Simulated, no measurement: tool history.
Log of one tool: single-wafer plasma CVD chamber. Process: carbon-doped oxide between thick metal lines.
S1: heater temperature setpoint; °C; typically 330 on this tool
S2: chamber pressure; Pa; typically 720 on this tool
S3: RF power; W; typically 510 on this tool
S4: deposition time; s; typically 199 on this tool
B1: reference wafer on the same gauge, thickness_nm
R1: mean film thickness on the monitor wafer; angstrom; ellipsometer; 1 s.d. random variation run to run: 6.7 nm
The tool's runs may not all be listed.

{"run": 1, "day": 0.0, "S1": 330, "S2": 720, "S3": 510, "S4": 199, "B1": 1369.465, "R1": 10637.81}
{"run": 2, "day": 2.129, "S1": 330, "S2": 720, "S3": 510, "S4": 199, "B1": 1368.184, "R1": 10518.9}
{"run": 3, "day": 4.579, "S1": 330, "S2": 720, "S3": 510, "S4": 199, "B1": 1369.03, "R1": 10490.86}
{"run": 4, "day": 6.267, "S1": 330, "S2": 720, "S3": 485, "S4": 199, "B1": 1370.858, "R1": 9970.43}
{"run": 5, "day": 8.692, "S1": 330, "S2": 720, "S3": 485, "S4": 199, "B1": 1369.952, "R1": 9983.97}
{"run": 6, "day": 9.725, "S1": 330, "S2": 720, "S3": 510, "S4": 199, "B1": 1369.331, "R1": 10570.83}
{"day": 10.425, "done": "RF generator calibrated"}
{"day": 10.917, "done": "capacitance manometer re-zeroed and calibrated"}
{"run": 7, "day": 12.583, "S1": 330, "S2": 720, "S3": 510, "S4": 199, "B1": 1371.163, "R1": 11299.95}
{"day": 14.733, "done": "gauge calibrated"}
{"day": 15.188, "done": "showerhead replaced, of another model than before"}
{"day": 15.562, "done": "thermocouple changed; heater temperature recalibrated"}
{"run": 8, "day": 15.583, "S1": 330, "S2": 720, "S3": 510, "S4": 199, "B1": 1370.78, "R1": 11352.99}
{"run": 9, "day": 16.483, "S1": 330, "S2": 720, "S3": 460, "S4": 199, "B1": 1370.244, "R1": 10480.27}
{"run": 10, "day": 17.858, "S1": 330, "S2": 720, "S3": 510, "S4": 178, "B1": 1370.369, "R1": 10117.35}
{"run": 11, "day": 20.121, "S1": 341, "S2": 720, "S3": 510, "S4": 199, "B1": 1371.408, "R1": 10775.46}
{"run": 12, "day": 21.796, "S1": 330, "S2": 720, "S3": 510, "S4": 199, "B1": 1367.62, "R1": 11283.38}
{"run": 13, "day": 24.15, "S1": 341, "S2": 673, "S3": 600, "S4": 221, "B1": 1368.372, "R1": 13246.2}
{"run": 14, "day": 26.179, "S1": 341, "S2": 888, "S3": 545, "S4": 216, "B1": 1370.504, "R1": 12276.02}
{"run": 15, "day": 27.704, "S1": 344, "S2": 720, "S3": 475, "S4": 227, "B1": 1370.227, "R1": 11262.12}
{"run": 16, "day": 30.254, "S1": 330, "S2": 868, "S3": 510, "S4": 199, "B1": 1371.203, "R1": 11149.88}
{"run": 17, "day": 33.025, "S1": 330, "S2": 720, "S3": 510, "S4": 199, "B1": 1370.054, "R1": 11035.14}
{"run": 18, "day": 34.521, "S1": 319, "S2": 720, "S3": 480, "S4": 199, "B1": 1371.127, "R1": 10979.77}

Predict each of these 5 candidate next runs independently; none follows another, all start after run 18:
{"run": "A", "day": 34.542, "S1": 330, "S2": 720, "S3": 510, "S4": 199, "B1": "?", "R1": "?"}
{"run": "B", "day": 34.542, "S1": 330, "S2": 720, "S3": 510, "S4": 225, "B1": "?", "R1": "?"}
{"run": "C", "day": 34.542, "S1": 330, "S2": 720, "S3": 465, "S4": 199, "B1": "?", "R1": "?"}
{"run": "D", "day": 34.542, "S1": 316, "S2": 551, "S3": 510, "S4": 199, "B1": "?", "R1": "?"}
{"run": "E", "day": 34.542, "S1": 330, "S2": 720, "S3": 510, "S4": 189, "B1": "?", "R1": "?"}

run=A B1=1369.552 R1=10934.23
run=B B1=1369.552 R1=12358.95
run=C B1=1369.552 R1=10157.57
run=D B1=1369.552 R1=11383.42
run=E B1=1369.552 R1=10386.26
The same runs, with their run-to-run variation unchanged, on a tool lacking any hidden condition would have given:
run=A R1=11536.41
run=B R1=13039.59
run=C R1=10801.79
run=D R1=12010.33
run=E R1=10958.26

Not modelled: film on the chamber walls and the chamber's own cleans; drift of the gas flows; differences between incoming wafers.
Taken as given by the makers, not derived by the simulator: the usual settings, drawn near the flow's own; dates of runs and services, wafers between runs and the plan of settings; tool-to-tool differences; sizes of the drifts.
